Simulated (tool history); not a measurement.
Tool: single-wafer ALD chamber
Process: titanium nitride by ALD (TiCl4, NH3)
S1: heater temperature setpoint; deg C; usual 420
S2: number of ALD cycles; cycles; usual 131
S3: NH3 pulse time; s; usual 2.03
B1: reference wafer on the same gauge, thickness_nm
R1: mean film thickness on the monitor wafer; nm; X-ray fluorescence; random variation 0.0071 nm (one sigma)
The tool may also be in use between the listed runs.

| run | day | S1 | S2 | S3 | B1 | R1 |
|---|---|---|---|---|---|---|
| 1 | 0.000 | 420 | 131 | 2.21 | 3.059 | 2.830 |
| 2 | 0.688 | 420 | 123 | 2.03 | 3.059 | 2.649 |
| 3 | 1.292 | 420 | 123 | 2.03 | 3.060 | 2.650 |
| 4 | 1.783 | 420 | 131 | 2.03 | 3.059 | 2.819 |
| 5 | 2.067 | 420 | 131 | 2.03 | 3.060 | 2.821 |
| 6 | 2.700 | 420 | 131 | 2.03 | 3.061 | 2.818 |
| 7 | 3.338 | 420 | 131 | 2.03 | 3.060 | 2.825 |
| 8 | 3.796 | 420 | 131 | 2.03 | 3.060 | 2.819 |
| 9 | 4.504 | 420 | 131 | 2.03 | 3.060 | 2.831 |
| 10 | 5.138 | 420 | 131 | 2.03 | 3.060 | 2.815 |
| 11 | 5.725 | 420 | 131 | 2.03 | 3.060 | 2.814 |
| 12 | 6.350 | 420 | 131 | 2.03 | 3.058 | 2.820 |
| 13 | 6.608 | 420 | 151 | 2.03 | 3.061 | 3.256 |
|  | 7.092 | showerhead replaced |
| 14 | 7.254 | 412 | 131 | 2.03 | 3.060 | 2.811 |
| 15 | 7.779 | 412 | 131 | 2.03 | 3.061 | 2.824 |
| 16 | 8.129 | 420 | 131 | 2.03 | 3.060 | 2.825 |
| 17 | 8.675 | 427 | 138 | 2.29 | 3.060 | 2.995 |
| 18 | 9.362 | 420 | 149 | 2.03 | 3.060 | 3.204 |
|  | 9.883 | thermocouple changed; heater temperature recalibrated |
| 19 | 9.904 | 420 | 145 | 1.52 | 3.060 | 3.048 |
| 20 | 10.183 | 420 | 131 | 2.03 | 3.061 | 2.819 |
| 21 | 10.583 | 420 | 156 | 2.39 | 3.061 | 3.371 |
| 22 | 11.021 | 434 | 155 | 1.78 | 3.059 | 3.315 |
| 23 | 11.704 | 428 | 139 | 2.03 | 3.060 | 3.001 |
|  | 12.033 | gauge calibrated |
| 24 | 12.329 | 432 | 107 | 2.03 | 3.060 | 2.314 |
| 25 | 12.583 | 420 | 131 | 2.83 | 3.059 | 2.847 |
| 26 | 12.838 | 420 | 131 | 2.03 | 3.061 | 2.834 |
| 27 | 13.296 | 420 | 131 | 2.03 | 3.061 | 2.826 |
| 28 | 13.617 | 424 | 131 | 2.03 | 3.058 | 2.817 |
| 29 | 14.225 | 407 | 153 | 1.42 | 3.060 | 3.177 |
| 30 | 14.550 | 420 | 131 | 2.03 | 3.060 | 2.825 |
| 31 | 15.283 | 412 | 131 | 2.03 | 3.061 | 2.816 |
| 32 | 15.671 | 434 | 131 | 2.03 | 3.060 | 2.820 |
| 33 | 16.129 | 420 | 131 | 2.03 | 3.060 | 2.832 |

The tool's hidden state at each run:
wafer temperature above the value expected at the setpoint (K): 0 in every run
gauge reads high (%): 0 in every run
